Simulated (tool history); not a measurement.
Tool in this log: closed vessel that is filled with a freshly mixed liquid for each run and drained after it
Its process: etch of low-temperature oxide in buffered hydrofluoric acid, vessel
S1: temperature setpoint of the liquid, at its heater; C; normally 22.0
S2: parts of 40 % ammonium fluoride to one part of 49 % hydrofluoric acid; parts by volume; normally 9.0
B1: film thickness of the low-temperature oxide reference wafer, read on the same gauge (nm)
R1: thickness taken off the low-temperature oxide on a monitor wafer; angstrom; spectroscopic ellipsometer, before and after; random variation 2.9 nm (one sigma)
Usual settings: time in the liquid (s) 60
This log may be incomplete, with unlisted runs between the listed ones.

{"run": 1, "hour": 0.0, "S1": 22.0, "S2": 9.0, "time in the liquid (s)": 60, "B1": 30.02, "R1": 4118.9}
{"run": 2, "hour": 54.5, "S1": 22.0, "S2": 9.0, "time in the liquid (s)": 60, "B1": 29.99, "R1": 4075.3}
{"run": 3, "hour": 113.9, "S1": 19.0, "S2": 10.0, "time in the liquid (s)": 60, "B1": 30.0, "R1": 3105.2}
{"run": 4, "hour": 183.5, "S1": 19.0, "S2": 10.0, "time in the liquid (s)": 60, "B1": 29.98, "R1": 3172.9}
{"run": 5, "hour": 245.5, "S1": 22.0, "S2": 9.0, "time in the liquid (s)": 60, "B1": 30.01, "R1": 4167.8}
{"hour": 282.4, "done": "thermometer replaced"}
{"run": 6, "hour": 292.0, "S1": 22.0, "S2": 9.0, "time in the liquid (s)": 60, "B1": 30.0, "R1": 4131.3}
{"run": 7, "hour": 354.4, "S1": 22.0, "S2": 9.0, "time in the liquid (s)": 60, "B1": 30.01, "R1": 4198.1}
{"run": 8, "hour": 412.2, "S1": 19.0, "S2": 9.0, "time in the liquid (s)": 60, "B1": 29.98, "R1": 3555.7}
{"run": 9, "hour": 452.8, "S1": 22.0, "S2": 9.0, "time in the liquid (s)": 30, "B1": 30.02, "R1": 2106.8}
{"hour": 456.2, "done": "gauge calibrated"}
{"run": 10, "hour": 494.9, "S1": 19.0, "S2": 10.0, "time in the liquid (s)": 60, "B1": 29.99, "R1": 3152.4}
{"run": 11, "hour": 536.9, "S1": 22.0, "S2": 7.5, "time in the liquid (s)": 45, "B1": 30.0, "R1": 3812.3}
{"run": 12, "hour": 587.3, "S1": 22.0, "S2": 9.0, "time in the liquid (s)": 85, "B1": 29.98, "R1": 6030.4}
{"hour": 625.3, "done": "hydrofluoric acid flow meter replaced"}
{"run": 13, "hour": 635.8, "S1": 22.0, "S2": 9.0, "time in the liquid (s)": 60, "B1": 30.02, "R1": 3769.7}
{"run": 14, "hour": 684.3, "S1": 17.0, "S2": 8.0, "time in the liquid (s)": 85, "B1": 30.01, "R1": 4611.3}
{"run": 15, "hour": 754.2, "S1": 23.5, "S2": 11.0, "time in the liquid (s)": 30, "B1": 30.01, "R1": 1738.1}
{"run": 16, "hour": 799.5, "S1": 24.0, "S2": 10.5, "time in the liquid (s)": 50, "B1": 30.01, "R1": 3160.4}

Alternative continuations, all from the tool just after run 16; predict every row:
{"run": "A", "hour": 800.2, "S1": 22.0, "S2": 9.0, "time in the liquid (s)": 40, "B1": "?", "R1": "?"}
{"run": "B", "hour": 800.2, "S1": 24.0, "S2": 11.0, "time in the liquid (s)": 85, "B1": "?", "R1": "?"}
{"run": "C", "hour": 800.2, "S1": 25.0, "S2": 10.0, "time in the liquid (s)": 60, "B1": "?", "R1": "?"}

run=A B1=30.01 R1=2503.9
run=B B1=30.01 R1=5056.0
run=C B1=30.01 R1=4114.1
Without the tool's hidden state the same runs would have given:
run=A R1=2464.6
run=B R1=4985.2
run=C R1=4076.7
